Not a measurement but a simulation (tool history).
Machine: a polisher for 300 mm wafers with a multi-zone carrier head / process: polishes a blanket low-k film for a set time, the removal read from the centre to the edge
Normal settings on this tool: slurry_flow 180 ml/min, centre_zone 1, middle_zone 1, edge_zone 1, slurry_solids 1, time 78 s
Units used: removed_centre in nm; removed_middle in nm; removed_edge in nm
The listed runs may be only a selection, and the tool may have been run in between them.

run    day  slurry_flow  centre_zone  middle_zone  edge_zone  slurry_solids  time  wafers since the last listed run  wafers polished on this pad  hours since the slurry nozzle was cleaned  hours since the centre zone pressure was calibrated  hours since the edge zone pressure was calibrated  hours since the carrier head's membrane was replaced  incoming thickness of the incoming film, nm  removed_centre  removed_middle  removed_edge
  1      0          180            1            1       1.06              1    78                                 0                          714                                        2.5                                                 95.2                                              599.7                                                1773.6                                        528.4            45.4              46          48.5
  2  0.629          180            1         0.94          1           0.85    78                               185                          900                                       17.6                                                110.3                                              614.8                                                1788.7                                        541.3              43            41.6          44.9
  3  1.129          180            1          0.9          1              1    78                               147                         1047                                       29.6                                                122.3                                              626.8                                                1800.7                                        534.1            45.3              42            47
     1.483  -- worn pad replaced by a new one
  4  1.504          180            1         1.04          1              1    78                                61                            5                                       38.6                                                131.3                                              635.8                                                1809.7                                        538.7            44.8            47.7          46.8
  5  2.246          180            1         1.12          1              1    78                               218                          224                                       56.4                                                149.1                                              653.6                                                1827.5                                          549            44.2            50.8          47.1
  6  2.883          180            1            1          1              1    78                               187                          412                                       71.7                                                164.4                                              668.9                                                1842.8                                        544.8            44.6            45.9          46.4
  7  3.579          180            1         1.03          1              1    56                               205                          617                                       88.4                                                181.1                                              685.6                                                1859.5                                        537.1            32.2            34.3          33.6
  8  4.125          180            1         0.92       0.91              1    78                               160                          778                                      101.5                                                194.2                                              698.7                                                1872.6                                        534.8            44.8            42.7          45.2
  9  4.833          180         0.93            1          1              1    78                               208                          987                                      118.5                                                211.2                                              715.7                                                1889.6                                        541.4            42.9              46          46.8
     5.258  -- carrier head's membrane replaced by a new one
     5.538  -- worn pad replaced by a new one
 10  5.558          180            1            1          1              1    78                               103                            6                                      135.9                                                228.6                                              733.1                                                   7.2                                        536.4            44.2              46          47.2
     6.171  -- edge zone pressure recalibrated
 11  6.242          180            1            1          1              1    78                               176                          183                                      152.3                                                  245                                                1.7                                                  23.6                                        537.6              44            45.7          47.3
 12  6.496          180            1            1          1            1.1    87                                74                          258                                      158.4                                                251.1                                                7.8                                                  29.7                                        546.3            50.7            52.3          53.5
 13  7.238          180            1            1       1.07              1    78                               218                          477                                      176.2                                                268.9                                               25.6                                                  47.5                                        545.4            44.4              46          48.2
 14  7.921          180         1.04         1.03          1              1    64                               201                          678                                      192.6                                                285.3                                                 42                                                  63.9                                        538.5            37.2            38.7          38.9
 15  8.188          180         0.97            1       1.07              1    78                                78                          757                                        199                                                291.7                                               48.4                                                  70.3                                        546.1            43.9            45.9          48.4
 16  8.467          180         1.11         0.89       1.08           0.75    78                                82                          839                                      205.7                                                298.4                                               55.1                                                    77                                        528.8            42.8            38.2          44.8
 17  8.925          180            1            1       0.93              1    78                               135                          974                                      216.7                                                309.4                                               66.1                                                    88                                        534.5            44.1            45.7          45.4
 18    9.3          180            1         0.97          1              1    78                               110                         1085                                      225.7                                                318.4                                               75.1                                                    97                                        548.4            44.2              45          46.7

What will run 19 give?
 19  9.638          180            1            1          1              1    78                                99                         1184                                      233.8                                                326.5                                               83.2                                                 105.1                                        549.1               ?               ?             ?

{"run 19": {"removed_centre": 44.1, "removed_middle": 46.7, "removed_edge": 47.3}}
The same run, on a tool lacking any hidden state, would have yielded removed_centre 45.8 nm, removed_middle 46.7 nm, removed_edge 47.3 nm.

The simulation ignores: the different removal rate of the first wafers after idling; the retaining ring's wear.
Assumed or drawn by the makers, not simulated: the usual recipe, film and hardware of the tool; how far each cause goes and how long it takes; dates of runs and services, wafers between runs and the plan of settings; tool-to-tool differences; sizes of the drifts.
